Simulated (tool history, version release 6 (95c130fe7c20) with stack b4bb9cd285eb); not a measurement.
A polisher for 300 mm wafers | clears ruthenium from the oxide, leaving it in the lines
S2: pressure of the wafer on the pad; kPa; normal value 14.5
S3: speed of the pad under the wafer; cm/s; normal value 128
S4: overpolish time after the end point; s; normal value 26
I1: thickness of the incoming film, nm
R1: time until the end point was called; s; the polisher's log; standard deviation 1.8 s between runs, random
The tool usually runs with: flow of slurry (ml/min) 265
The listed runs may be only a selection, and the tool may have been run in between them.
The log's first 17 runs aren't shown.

{"run": 18, "hour": 1711.7, "flow of slurry (ml/min)": 265, "S2": 17.9, "S3": 128, "S4": 13, "I1": 198, "R1": 95.1}
{"run": 19, "hour": 1751.5, "flow of slurry (ml/min)": 265, "S2": 14.5, "S3": 128, "S4": 26, "I1": 202.2, "R1": 119.3}
{"hour": 1793.6, "done": "worn pad replaced by a new one"}
{"run": 20, "hour": 1801.4, "flow of slurry (ml/min)": 265, "S2": 14.5, "S3": 128, "S4": 26, "I1": 196.6, "R1": 113.9}
{"run": 21, "hour": 1905.0, "flow of slurry (ml/min)": 235, "S2": 14.5, "S3": 92, "S4": 26, "I1": 201.1, "R1": 163.8}
{"hour": 1922.9, "done": "head pressure recalibrated"}
{"run": 22, "hour": 1963.6, "flow of slurry (ml/min)": 265, "S2": 14.5, "S3": 128, "S4": 26, "I1": 202, "R1": 132.8}
{"run": 23, "hour": 2001.5, "flow of slurry (ml/min)": 315, "S2": 14.5, "S3": 128, "S4": 26, "I1": 201.1, "R1": 129.5}
{"hour": 2113.7, "done": "slurry nozzle cleaned"}
{"run": 24, "hour": 2265.8, "flow of slurry (ml/min)": 185, "S2": 14.5, "S3": 128, "S4": 26, "I1": 204, "R1": 137.1}
{"run": 25, "hour": 2359.4, "flow of slurry (ml/min)": 265, "S2": 14.5, "S3": 128, "S4": 26, "I1": 197.8, "R1": 119.6}
{"run": 26, "hour": 2423.1, "flow of slurry (ml/min)": 265, "S2": 14.5, "S3": 128, "S4": 26, "I1": 198.2, "R1": 117.3}
{"hour": 2470.9, "done": "worn pad replaced by a new one"}
{"run": 27, "hour": 2501.1, "flow of slurry (ml/min)": 265, "S2": 14.5, "S3": 128, "S4": 26, "I1": 200, "R1": 119.7}
{"run": 28, "hour": 2548.6, "flow of slurry (ml/min)": 265, "S2": 14.5, "S3": 128, "S4": 26, "I1": 201.4, "R1": 123.3}
{"run": 29, "hour": 2652.8, "flow of slurry (ml/min)": 170, "S2": 14.5, "S3": 128, "S4": 26, "I1": 199.6, "R1": 133.6}
{"run": 30, "hour": 2691.6, "flow of slurry (ml/min)": 205, "S2": 14.5, "S3": 128, "S4": 26, "I1": 199.2, "R1": 125.3}
{"run": 31, "hour": 2775.1, "flow of slurry (ml/min)": 265, "S2": 14.5, "S3": 128, "S4": 26, "I1": 199.9, "R1": 114.5}
{"hour": 2778.9, "done": "head pressure recalibrated"}
{"run": 32, "hour": 2899.4, "flow of slurry (ml/min)": 265, "S2": 14.5, "S3": 108, "S4": 26, "I1": 201.8, "R1": 157.5}
{"hour": 2910.2, "done": "slurry nozzle cleaned"}
{"run": 33, "hour": 3217.6, "flow of slurry (ml/min)": 265, "S2": 14.5, "S3": 128, "S4": 19, "I1": 201.1, "R1": 123.7}
{"run": 34, "hour": 3258.4, "flow of slurry (ml/min)": 190, "S2": 14.5, "S3": 128, "S4": 34, "I1": 202.4, "R1": 131.2}
{"hour": 3364.0, "done": "worn pad replaced by a new one"}
{"run": 35, "hour": 3364.5, "flow of slurry (ml/min)": 230, "S2": 14.5, "S3": 128, "S4": 26, "I1": 201.6, "R1": 122.3}

Branching from run 35: 5 alternative next runs. What would each branch give?
{"run": "A", "hour": 3365.0, "flow of slurry (ml/min)": 265, "S2": 14.5, "S3": 128, "S4": 26, "I1": 198.1, "R1": "?"}
{"run": "B", "hour": 3365.0, "flow of slurry (ml/min)": 265, "S2": 15.9, "S3": 128, "S4": 26, "I1": 198.1, "R1": "?"}
{"run": "C", "hour": 3365.0, "flow of slurry (ml/min)": 215, "S2": 14.5, "S3": 128, "S4": 26, "I1": 198.1, "R1": "?"}
{"run": "D", "hour": 3365.0, "flow of slurry (ml/min)": 265, "S2": 14.5, "S3": 154, "S4": 26, "I1": 198.1, "R1": "?"}
{"run": "E", "hour": 3365.0, "flow of slurry (ml/min)": 215, "S2": 18.6, "S3": 108, "S4": 12, "I1": 198.1, "R1": "?"}

run=A R1=117.3
run=B R1=107.1
run=C R1=122.2
run=D R1=97.5
run=E R1=112.7
Stripped of hidden state, with their random variation kept, the same runs would have yielded:
run=A R1=116.5
run=B R1=106.4
run=C R1=119.6
run=D R1=96.9
run=E R1=110.3
